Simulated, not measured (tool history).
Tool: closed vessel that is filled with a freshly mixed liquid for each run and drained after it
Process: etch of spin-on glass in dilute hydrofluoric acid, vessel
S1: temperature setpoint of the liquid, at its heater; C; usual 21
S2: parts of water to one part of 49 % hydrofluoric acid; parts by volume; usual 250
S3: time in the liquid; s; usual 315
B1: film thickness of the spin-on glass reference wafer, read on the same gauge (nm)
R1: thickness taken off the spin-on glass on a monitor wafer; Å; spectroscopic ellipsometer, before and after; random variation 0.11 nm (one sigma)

run 1 hour=0 | S1=21 S2=250 S3=315 | B1=50.02 | R1=303.6
run 2 hour=62.4 | S1=21 S2=250 S3=315 | B1=50 | R1=302.7
run 3 hour=105.2 | S1=21 S2=250 S3=315 | B1=50 | R1=306.3
run 4 hour=210.9 | S1=24.5 S2=250 S3=430 | B1=50 | R1=474.6
run 5 hour=291.9 | S1=24.5 S2=250 S3=430 | B1=50.04 | R1=474
run 6 hour=330.2 | S1=21 S2=250 S3=315 | B1=50.05 | R1=307.8
run 7 hour=438.9 | S1=21 S2=250 S3=315 | B1=50.01 | R1=307.2
run 8 hour=493.3 | S1=21 S2=250 S3=315 | B1=50.05 | R1=307.8
run 9 hour=592.4 | S1=21 S2=305 S3=425 | B1=50.02 | R1=322.9
-- hour=616.2 gauge calibrated
run 10 hour=658.8 | S1=21 S2=250 S3=315 | B1=49.96 | R1=314.2
run 11 hour=766.3 | S1=21 S2=250 S3=315 | B1=50.01 | R1=312.8
run 12 hour=806.9 | S1=21 S2=250 S3=315 | B1=49.99 | R1=313.9
run 13 hour=877.3 | S1=21 S2=250 S3=315 | B1=50.01 | R1=317.3
run 14 hour=948.5 | S1=21 S2=250 S3=480 | B1=49.99 | R1=481.9
-- hour=994.6 thermometer replaced
run 15 hour=1016.4 | S1=21 S2=250 S3=490 | B1=50 | R1=457.9
-- hour=1039.3 hydrofluoric acid flow meter replaced
run 16 hour=1139.2 | S1=25 S2=285 S3=315 | B1=50 | R1=279.2

The next listed run, before its measurement:
run 17 hour=1221 | S1=21 S2=250 S3=315 | B1=? | R1=?

B1: 50
R1: 286 Å
Without the tool's hidden state the same run would have given R1 281.6 Å.

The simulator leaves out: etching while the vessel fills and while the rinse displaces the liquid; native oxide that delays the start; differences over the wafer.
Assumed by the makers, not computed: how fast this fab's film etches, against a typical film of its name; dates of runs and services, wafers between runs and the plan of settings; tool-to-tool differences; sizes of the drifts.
